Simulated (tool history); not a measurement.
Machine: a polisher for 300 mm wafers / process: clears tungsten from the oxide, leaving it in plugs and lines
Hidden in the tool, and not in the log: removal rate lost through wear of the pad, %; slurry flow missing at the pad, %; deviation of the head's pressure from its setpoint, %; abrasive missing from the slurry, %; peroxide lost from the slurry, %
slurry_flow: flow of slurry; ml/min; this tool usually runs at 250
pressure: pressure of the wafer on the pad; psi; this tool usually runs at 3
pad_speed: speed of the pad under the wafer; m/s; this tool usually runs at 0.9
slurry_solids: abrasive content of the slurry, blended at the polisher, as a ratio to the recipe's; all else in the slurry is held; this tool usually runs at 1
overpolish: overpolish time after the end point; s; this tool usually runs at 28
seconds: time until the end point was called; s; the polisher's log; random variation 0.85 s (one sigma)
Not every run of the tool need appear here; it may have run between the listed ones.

run	day	slurry_flow	pressure	pad_speed	slurry_solids	overpolish	wafers since the last listed run	wafers polished on this pad	hours since the slurry nozzle was cleaned	hours since the head pressure was calibrated	hours since the slurry blender was calibrated	hours since the slurry got fresh peroxide	incoming thickness of the incoming film, nm	seconds
1	0	250	3	0.9	1	28	0	670	821.7	338.7	364.7	23.7	276.7	73.7
2	0.371	250	3	0.9	1	28	99	769	830.6	347.6	373.6	32.6	277.5	74.4
3	0.8	305	3	0.9	1	28	114	884	840.9	357.9	383.9	42.9	279.3	74.2
# day 1.125: worn pad replaced by a new one
4	1.217	305	3	0.9	1	28	66	24	850.9	367.9	393.9	52.9	280	74.2
# day 1.338: slurry tank refilled with fresh slurry and peroxide
5	1.483	250	3	0.9	1	28	60	85	857.3	374.3	400.3	3.5	285	77.3
6	2.012	250	3.2	0.9	1	28	141	226	870	387	413	16.2	285.8	73.1
7	2.317	250	3.2	0.9	1	28	81	308	877.3	394.3	420.3	23.5	280.8	72.1
# day 2.862: head pressure recalibrated
8	2.879	250	3	0.9	1	28	128	436	890.8	0.4	433.8	37	277.7	74
# day 3.338: slurry tank refilled with fresh slurry and peroxide
9	3.371	250	3	0.9	1	28	120	557	902.6	12.2	445.6	0.8	280.6	76.5
10	3.679	210	3.3	0.9	1	28	82	639	910	19.6	453	8.2	282.3	70.7
# day 4.067: worn pad replaced by a new one
# day 4.292: slurry blender recalibrated
11	4.312	250	3.7	1.04	1.25	37	102	43	925.2	34.8	0.5	23.4	277.6	45.2
# day 4.662: slurry nozzle cleaned
12	4.733	250	3	0.76	0.75	22	101	145	1.7	44.9	10.6	33.5	279.1	89
13	5.479	165	2.3	0.58	1	28	199	345	19.6	62.8	28.5	51.4	277.4	141
# day 5.967: slurry tank refilled with fresh slurry and peroxide
14	6.017	210	3.3	0.9	1	28	132	478	32.5	75.7	41.4	1.2	280.5	65.1
15	7.025	180	3	0.9	1	28	270	748	56.7	99.9	65.6	25.4	281.3	70.9
16	7.312	250	3.4	0.9	1.25	28	77	825	63.6	106.8	72.5	32.3	282.7	57
# day 7.579: worn pad replaced by a new one
17	7.888	295	3	0.9	1.15	28	109	82	77.4	120.6	86.3	46.1	274.1	66.5
# day 8.375: slurry tank refilled with fresh slurry and peroxide
18	8.483	250	3.2	0.9	1	28	148	230	91.7	134.9	100.6	2.6	282.9	67.6

Across each entry between runs, compare the hidden state at the last listed run before it with the hidden state at the first listed run after it:
Runs 3 to 4: worn pad replaced by a new one (day 1.125)
  abrasive missing from the slurry, %: 30.6 -> 31.4
  measured result minus the result with no hidden state, seconds: +7.5 -> +7.7 s
Runs 4 to 5: slurry tank refilled with fresh slurry and peroxide (day 1.338)
  abrasive missing from the slurry, %: 31.4 -> 31.9
  measured result minus the result with no hidden state, seconds: +7.7 -> +8.1 s
Runs 7 to 8: head pressure recalibrated (day 2.862)
  abrasive missing from the slurry, %: 33.5 -> 34.5
  measured result minus the result with no hidden state, seconds: +8.1 -> +8.6 s
Runs 8 to 9: slurry tank refilled with fresh slurry and peroxide (day 3.338)
  abrasive missing from the slurry, %: 34.5 -> 35.5
  measured result minus the result with no hidden state, seconds: +8.6 -> +9.2 s
Runs 10 to 11: worn pad replaced by a new one (day 4.067); slurry blender recalibrated (day 4.292)
  abrasive missing from the slurry, %: 36 -> 6.69
  measured result minus the result with no hidden state, seconds: +8.6 -> +0.9 s
Runs 11 to 12: slurry nozzle cleaned (day 4.662)
  abrasive missing from the slurry, %: 6.69 -> 7.48
  measured result minus the result with no hidden state, seconds: +0.9 -> +1.9 s
Runs 13 to 14: slurry tank refilled with fresh slurry and peroxide (day 5.967)
  abrasive missing from the slurry, %: 8.88 -> 9.89
  measured result minus the result with no hidden state, seconds: +3.7 -> +1.9 s
Runs 16 to 17: worn pad replaced by a new one (day 7.579)
  abrasive missing from the slurry, %: 12.3 -> 13.4
  measured result minus the result with no hidden state, seconds: +2.1 -> +2.7 s
Runs 17 to 18: slurry tank refilled with fresh slurry and peroxide (day 8.375)
  abrasive missing from the slurry, %: 13.4 -> 14.5
  measured result minus the result with no hidden state, seconds: +2.7 -> +3 s
